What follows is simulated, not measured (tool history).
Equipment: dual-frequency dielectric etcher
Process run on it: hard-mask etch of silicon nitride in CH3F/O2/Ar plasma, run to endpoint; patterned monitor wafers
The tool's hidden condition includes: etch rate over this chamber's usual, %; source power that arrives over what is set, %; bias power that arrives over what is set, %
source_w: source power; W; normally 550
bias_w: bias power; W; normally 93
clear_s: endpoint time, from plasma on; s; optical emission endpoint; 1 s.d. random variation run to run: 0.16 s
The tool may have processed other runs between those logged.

| run | day | source_w | bias_w | wafers since the last listed run | hours since the last wet clean | hours since the last source power generator calibration | hours since the last bias power generator calibration | hours since the last upper electrode change | incoming incoming film thickness, nm | clear_s |
|---|---|---|---|---|---|---|---|---|---|---|
| 1 | 0.000 | 550 | 93 | 0 | 180.1 | 1603.8 | 1240.6 | 3372.4 | 45.38 | 51.9 |
| 2 | 1.017 | 450 | 81 | 304 | 204.5 | 1628.2 | 1265.0 | 3396.8 | 45.44 | 57.3 |
| 3 | 2.246 | 550 | 93 | 368 | 234.0 | 1657.7 | 1294.5 | 3426.3 | 45.46 | 51.9 |
| 4 | 2.858 | 550 | 93 | 183 | 248.7 | 1672.4 | 1309.2 | 3441.0 | 44.85 | 51.2 |
| 5 | 3.862 | 550 | 77 | 300 | 272.8 | 1696.5 | 1333.3 | 3465.1 | 45.05 | 54.5 |
| 6 | 4.800 | 550 | 93 | 280 | 295.3 | 1719.0 | 1355.8 | 3487.6 | 45.31 | 51.3 |
|  | 6.558 | wet clean of the chamber |
| 7 | 6.579 | 550 | 93 | 233 | 0.5 | 1761.7 | 1398.5 | 3530.3 | 44.67 | 52.9 |
| 8 | 7.725 | 510 | 108 | 343 | 28.0 | 1789.2 | 1426.0 | 3557.8 | 45.17 | 51.7 |
| 9 | 8.388 | 510 | 108 | 198 | 43.9 | 1805.1 | 1441.9 | 3573.7 | 45.60 | 51.9 |
| 10 | 9.788 | 510 | 108 | 419 | 77.5 | 1838.7 | 1475.5 | 3607.3 | 45.00 | 51.1 |
| 11 | 11.162 | 630 | 93 | 411 | 110.5 | 1871.7 | 1508.5 | 3640.3 | 45.02 | 50.9 |
| 12 | 11.904 | 550 | 93 | 222 | 128.3 | 1889.5 | 1526.3 | 3658.1 | 45.61 | 53.2 |
| 13 | 12.800 | 550 | 93 | 268 | 149.8 | 1911.0 | 1547.8 | 3679.6 | 45.41 | 52.5 |
| 14 | 14.042 | 550 | 93 | 371 | 179.6 | 1940.8 | 1577.6 | 3709.4 | 44.77 | 51.7 |
| 15 | 14.929 | 610 | 78 | 265 | 200.9 | 1962.1 | 1598.9 | 3730.7 | 45.32 | 54.0 |
| 16 | 15.700 | 550 | 93 | 230 | 219.4 | 1980.6 | 1617.4 | 3749.2 | 45.17 | 51.9 |
|  | 15.871 | source power generator calibrated |
| 17 | 16.308 | 550 | 84 | 132 | 234.0 | 10.5 | 1632.0 | 3763.8 | 44.89 | 53.3 |
|  | 16.517 | bias power generator calibrated |
| 18 | 17.396 | 550 | 115 | 275 | 260.1 | 36.6 | 21.1 | 3789.9 | 45.14 | 48.2 |
| 19 | 18.071 | 650 | 101 | 202 | 276.3 | 52.8 | 37.3 | 3806.1 | 45.10 | 48.2 |
| 20 | 18.929 | 600 | 101 | 257 | 296.9 | 73.4 | 57.9 | 3826.7 | 44.74 | 49.0 |
| 21 | 20.008 | 550 | 93 | 323 | 322.8 | 99.3 | 83.8 | 3852.6 | 45.47 | 51.7 |
| 22 | 20.546 | 650 | 111 | 161 | 335.7 | 112.2 | 96.7 | 3865.5 | 45.30 | 46.8 |
|  | 21.788 | wet clean of the chamber |
| 23 | 21.808 | 650 | 73 | 78 | 0.5 | 142.5 | 127.0 | 3895.8 | 45.37 | 54.9 |
| 24 | 22.233 | 550 | 93 | 127 | 10.7 | 152.7 | 137.2 | 3906.0 | 44.91 | 52.3 |
|  | 23.575 | upper electrode replaced |
| 25 | 23.596 | 550 | 93 | 108 | 43.4 | 185.4 | 169.9 | 0.5 | 44.89 | 52.2 |
| 26 | 23.829 | 600 | 106 | 69 | 49.0 | 191.0 | 175.5 | 6.1 | 44.84 | 49.0 |
| 27 | 24.888 | 690 | 107 | 317 | 74.4 | 216.4 | 200.9 | 31.5 | 44.93 | 47.1 |
| 28 | 26.238 | 460 | 71 | 404 | 106.8 | 248.8 | 233.3 | 63.9 | 45.24 | 59.4 |
| 29 | 27.021 | 550 | 93 | 234 | 125.6 | 267.6 | 252.1 | 82.7 | 45.14 | 52.2 |
| 30 | 27.758 | 620 | 93 | 220 | 143.3 | 285.3 | 269.8 | 100.4 | 44.92 | 50.0 |
| 31 | 28.833 | 550 | 87 | 322 | 169.1 | 311.1 | 295.6 | 126.2 | 45.16 | 53.1 |

Forecast run 32:
| 32 | 29.367 | 590 | 74 | 159 | 181.9 | 323.9 | 308.4 | 139.0 | 45.05 | ? |

Run 32 came out at clear_s 54.7 s.
On a tool with no hidden condition, and with the same random variation, this run would have come out at clear_s 56.1 s.

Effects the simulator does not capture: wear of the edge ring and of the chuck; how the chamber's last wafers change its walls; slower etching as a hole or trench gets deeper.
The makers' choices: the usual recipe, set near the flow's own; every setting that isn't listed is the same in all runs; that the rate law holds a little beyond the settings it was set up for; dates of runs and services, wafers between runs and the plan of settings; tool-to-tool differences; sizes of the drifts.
